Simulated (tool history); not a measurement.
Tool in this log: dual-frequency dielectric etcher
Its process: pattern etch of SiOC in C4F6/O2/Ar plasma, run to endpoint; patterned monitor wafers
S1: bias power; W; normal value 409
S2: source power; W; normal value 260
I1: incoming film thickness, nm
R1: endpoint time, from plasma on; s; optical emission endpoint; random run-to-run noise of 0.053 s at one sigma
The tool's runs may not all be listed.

| run | hour | S1 | S2 | I1 | R1 |
|---|---|---|---|---|---|
| 1 | 0 | 409 | 260 | 39.91 | 16.9 |
| 2 | 51.4 | 409 | 260 | 40.02 | 16.9 |
| 3 | 57.7 | 409 | 260 | 39.55 | 16.7 |
| 4 | 71.6 | 409 | 260 | 39.64 | 16.7 |
| 5 | 86.9 | 409 | 310 | 40.03 | 15.7 |
| 6 | 93 | 409 | 260 | 39.65 | 16.6 |
| 7 | 102.9 | 409 | 250 | 39.58 | 16.9 |
| 8 | 141 | 409 | 260 | 39.69 | 17.6 |
| 9 | 141.3 | 409 | 260 | 39.77 | 17.5 |
| 10 | 170 | 409 | 260 | 39.52 | 17.4 |
| 11 | 170.3 | 496 | 320 | 40.73 | 15.2 |
| 12 | 171.1 | 341 | 320 | 39.7 | 17.4 |
| 13 | 177.4 | 340 | 260 | 40.54 | 19.3 |
| 14 | 187.6 | 319 | 260 | 40.19 | 19.6 |
| 15 | 194 | 360 | 210 | 39.92 | 20.1 |
| 16 | 203.5 | 409 | 320 | 40.06 | 16.3 |
| 17 | 218.8 | 469 | 200 | 40.02 | 18.3 |
| 18 | 226.1 | 480 | 320 | 40.33 | 15.3 |
| 19 | 232.3 | 409 | 260 | 39.76 | 17.3 |
| 20 | 282.9 | 409 | 260 | 39.98 | 17.5 |

Removed from this log: 4 entries logged between the listed runs. Between which two listed runs does each belong, and how does the tool's hidden state at the listed run before it compare with that at the listed run after it?
After run 7, before run 8: source power generator calibrated (hour 118); wet clean of the chamber (hour 140.5)
  etch rate over this chamber's usual, %: 5.05 -> -0.283
  the result without the hidden state subtracted from the measured one, R1: -0.8 -> +0 s
After run 9, before run 10: upper electrode replaced (hour 169.5)
  etch rate over this chamber's usual, %: -0.28 -> -0.0236
  the result without the hidden state subtracted from the measured one, R1: +0 -> +0 s
After run 16, before run 17: bias power generator calibrated (hour 218.3)
  etch rate over this chamber's usual, %: 0.276 -> 0.412
  the result without the hidden state subtracted from the measured one, R1: +0 -> -0.1 s
